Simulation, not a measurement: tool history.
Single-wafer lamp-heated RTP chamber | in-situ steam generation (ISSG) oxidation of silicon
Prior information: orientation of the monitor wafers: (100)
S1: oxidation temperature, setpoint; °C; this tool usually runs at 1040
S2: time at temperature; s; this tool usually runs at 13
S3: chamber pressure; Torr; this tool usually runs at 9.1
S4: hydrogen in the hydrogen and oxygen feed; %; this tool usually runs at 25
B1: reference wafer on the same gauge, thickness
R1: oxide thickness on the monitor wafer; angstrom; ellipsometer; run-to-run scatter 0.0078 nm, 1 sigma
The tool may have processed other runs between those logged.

{"run": 1, "hour": 0.0, "S1": 1040, "S2": 13, "S3": 9.1, "S4": 30, "B1": 4.61, "R1": 56.92}
{"hour": 14.0, "done": "gauge calibrated"}
{"run": 2, "hour": 17.0, "S1": 1040, "S2": 13, "S3": 9.1, "S4": 30, "B1": 4.609, "R1": 57.13}
{"run": 3, "hour": 29.0, "S1": 1040, "S2": 13, "S3": 9.1, "S4": 25, "B1": 4.608, "R1": 54.44}
{"run": 4, "hour": 43.7, "S1": 1040, "S2": 13, "S3": 9.1, "S4": 25, "B1": 4.61, "R1": 54.5}
{"run": 5, "hour": 70.3, "S1": 1040, "S2": 13, "S3": 9.1, "S4": 25, "B1": 4.609, "R1": 54.69}
{"hour": 96.5, "done": "hydrogen flow controller replaced"}
{"hour": 97.2, "done": "pyrometer window cleaned and pyrometer calibrated"}
{"run": 6, "hour": 100.1, "S1": 1040, "S2": 13, "S3": 8.4, "S4": 25, "B1": 4.611, "R1": 52.35}
{"hour": 118.8, "done": "gauge calibrated"}
{"hour": 120.0, "done": "pressure gauge zeroed"}
{"run": 7, "hour": 120.5, "S1": 1040, "S2": 13, "S3": 9.1, "S4": 25, "B1": 4.61, "R1": 52.05}
{"run": 8, "hour": 126.9, "S1": 1040, "S2": 13, "S3": 9.1, "S4": 25, "B1": 4.61, "R1": 51.93}
{"run": 9, "hour": 146.3, "S1": 1033, "S2": 11, "S3": 9.8, "S4": 21, "B1": 4.61, "R1": 44.16}
{"run": 10, "hour": 153.6, "S1": 1040, "S2": 13, "S3": 9.1, "S4": 15, "B1": 4.611, "R1": 46.18}
{"run": 11, "hour": 159.9, "S1": 1055, "S2": 13, "S3": 10.2, "S4": 31, "B1": 4.61, "R1": 57.67}
{"run": 12, "hour": 166.6, "S1": 1040, "S2": 13, "S3": 8.6, "S4": 22, "B1": 4.61, "R1": 50.79}
{"run": 13, "hour": 177.4, "S1": 1023, "S2": 18, "S3": 7.6, "S4": 29, "B1": 4.61, "R1": 59.24}
{"run": 14, "hour": 188.7, "S1": 1040, "S2": 13, "S3": 9.1, "S4": 30, "B1": 4.611, "R1": 54.72}
{"run": 15, "hour": 199.1, "S1": 1040, "S2": 13, "S3": 10.2, "S4": 25, "B1": 4.609, "R1": 51.11}

Below are 4 alternative next runs, each starting from the tool's condition after run 15. Predict each:
{"run": "A", "hour": 199.5, "S1": 1022, "S2": 13, "S3": 9.1, "S4": 25, "B1": "?", "R1": "?"}
{"run": "B", "hour": 199.5, "S1": 1040, "S2": 11, "S3": 9.1, "S4": 16, "B1": "?", "R1": "?"}
{"run": "C", "hour": 199.5, "S1": 1048, "S2": 13, "S3": 8.3, "S4": 25, "B1": "?", "R1": "?"}
{"run": "D", "hour": 199.5, "S1": 1058, "S2": 17, "S3": 8.2, "S4": 30, "B1": "?", "R1": "?"}

run=A B1=4.61 R1=48.28
run=B B1=4.61 R1=43.35
run=C B1=4.61 R1=54.86
run=D B1=4.61 R1=69.43
With the hidden condition removed and each run's random variation left untouched, the same runs would have given:
run=A R1=47.89
run=B R1=42.97
run=C R1=54.34
run=D R1=68.69

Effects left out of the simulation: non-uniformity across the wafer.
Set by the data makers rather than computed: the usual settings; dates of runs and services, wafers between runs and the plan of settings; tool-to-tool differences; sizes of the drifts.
